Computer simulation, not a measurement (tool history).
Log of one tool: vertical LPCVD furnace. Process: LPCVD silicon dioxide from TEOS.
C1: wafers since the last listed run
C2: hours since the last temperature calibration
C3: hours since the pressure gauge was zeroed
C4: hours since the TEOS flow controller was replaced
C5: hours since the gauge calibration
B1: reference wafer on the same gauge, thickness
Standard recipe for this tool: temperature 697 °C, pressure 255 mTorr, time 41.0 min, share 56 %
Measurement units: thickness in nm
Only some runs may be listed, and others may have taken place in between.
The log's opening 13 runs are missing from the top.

-- hour=1300.7 thermocouples replaced and temperature profile calibrated
run 14 hour=1301.2 | temperature=697 pressure=255 time=41.0 share=56 | C1=2141 C2=0.5 C3=2966.7 C4=5716.9 C5=2107.7 | B1=236.14 | thickness=239.30
run 15 hour=1350.0 | temperature=697 pressure=255 time=41.0 share=56 | C1=368 C2=49.3 C3=3015.5 C4=5765.7 C5=2156.5 | B1=235.88 | thickness=240.16
run 16 hour=1447.6 | temperature=697 pressure=255 time=41.0 share=52 | C1=737 C2=146.9 C3=3113.1 C4=5863.3 C5=2254.1 | B1=236.36 | thickness=231.08
run 17 hour=1492.8 | temperature=697 pressure=255 time=41.0 share=56 | C1=341 C2=192.1 C3=3158.3 C4=5908.5 C5=2299.3 | B1=236.01 | thickness=240.80
run 18 hour=1533.5 | temperature=697 pressure=285 time=33.5 share=56 | C1=307 C2=232.8 C3=3199.0 C4=5949.2 C5=2340.0 | B1=236.19 | thickness=209.22
run 19 hour=1588.5 | temperature=697 pressure=255 time=41.0 share=56 | C1=415 C2=287.8 C3=3254.0 C4=6004.2 C5=2395.0 | B1=235.89 | thickness=240.30
-- hour=1665.6 TEOS flow controller replaced
run 20 hour=1677.8 | temperature=697 pressure=255 time=54.0 share=45 | C1=493 C2=377.1 C3=3343.3 C4=12.2 C5=2484.3 | B1=236.59 | thickness=283.56
-- hour=1708.9 pressure gauge zeroed
run 21 hour=1723.3 | temperature=697 pressure=255 time=41.0 share=56 | C1=162 C2=422.6 C3=14.4 C4=57.7 C5=2529.8 | B1=236.31 | thickness=239.86
run 22 hour=1777.4 | temperature=697 pressure=255 time=41.0 share=56 | C1=408 C2=476.7 C3=68.5 C4=111.8 C5=2583.9 | B1=235.87 | thickness=241.54
-- hour=1791.4 gauge calibrated
run 23 hour=1839.3 | temperature=697 pressure=255 time=41.0 share=56 | C1=467 C2=538.6 C3=130.4 C4=173.7 C5=47.9 | B1=235.78 | thickness=239.64
run 24 hour=1887.6 | temperature=685 pressure=230 time=54.5 share=62 | C1=364 C2=586.9 C3=178.7 C4=222.0 C5=96.2 | B1=235.95 | thickness=240.73
run 25 hour=1983.7 | temperature=697 pressure=200 time=49.0 share=56 | C1=725 C2=683.0 C3=274.8 C4=318.1 C5=192.3 | B1=236.13 | thickness=255.16
run 26 hour=2034.9 | temperature=702 pressure=255 time=41.0 share=46 | C1=386 C2=734.2 C3=326.0 C4=369.3 C5=243.5 | B1=236.00 | thickness=246.50
run 27 hour=2122.5 | temperature=697 pressure=255 time=41.0 share=56 | C1=661 C2=821.8 C3=413.6 C4=456.9 C5=331.1 | B1=235.84 | thickness=240.16
run 28 hour=2188.4 | temperature=701 pressure=280 time=41.0 share=46 | C1=497 C2=887.7 C3=479.5 C4=522.8 C5=397.0 | B1=236.05 | thickness=251.21
run 29 hour=2252.0 | temperature=697 pressure=255 time=41.0 share=46 | C1=480 C2=951.3 C3=543.1 C4=586.4 C5=460.6 | B1=235.94 | thickness=220.05
run 30 hour=2350.5 | temperature=690 pressure=285 time=56.5 share=56 | C1=743 C2=1049.8 C3=641.6 C4=684.9 C5=559.1 | B1=236.22 | thickness=299.28
run 31 hour=2440.0 | temperature=692 pressure=280 time=55.0 share=56 | C1=675 C2=1139.3 C3=731.1 C4=774.4 C5=648.6 | B1=236.19 | thickness=303.80

Consider 4 possible next runs. They are alternatives, not a sequence: every one starts from the tool as it was left by run 31. What does each give?
run A hour=2445.4 | temperature=707 pressure=255 time=41.0 share=56 | C1=40 C2=1144.7 C3=736.5 C4=779.8 C5=654.0 | B1=? | thickness=?
run B hour=2445.4 | temperature=697 pressure=320 time=25.0 share=56 | C1=40 C2=1144.7 C3=736.5 C4=779.8 C5=654.0 | B1=? | thickness=?
run C hour=2445.4 | temperature=692 pressure=235 time=54.0 share=56 | C1=40 C2=1144.7 C3=736.5 C4=779.8 C5=654.0 | B1=? | thickness=?
run D hour=2445.4 | temperature=689 pressure=255 time=41.0 share=51 | C1=40 C2=1144.7 C3=736.5 C4=779.8 C5=654.0 | B1=? | thickness=?

run=A B1=235.86 thickness=304.35
run=B B1=235.86 thickness=164.97
run=C B1=235.86 thickness=271.54
run=D B1=235.86 thickness=190.89
Stripped of hidden state, with their random variation kept, the same runs would have yielded:
run=A thickness=298.50
run=B thickness=161.74
run=C thickness=266.16
run=D thickness=187.09
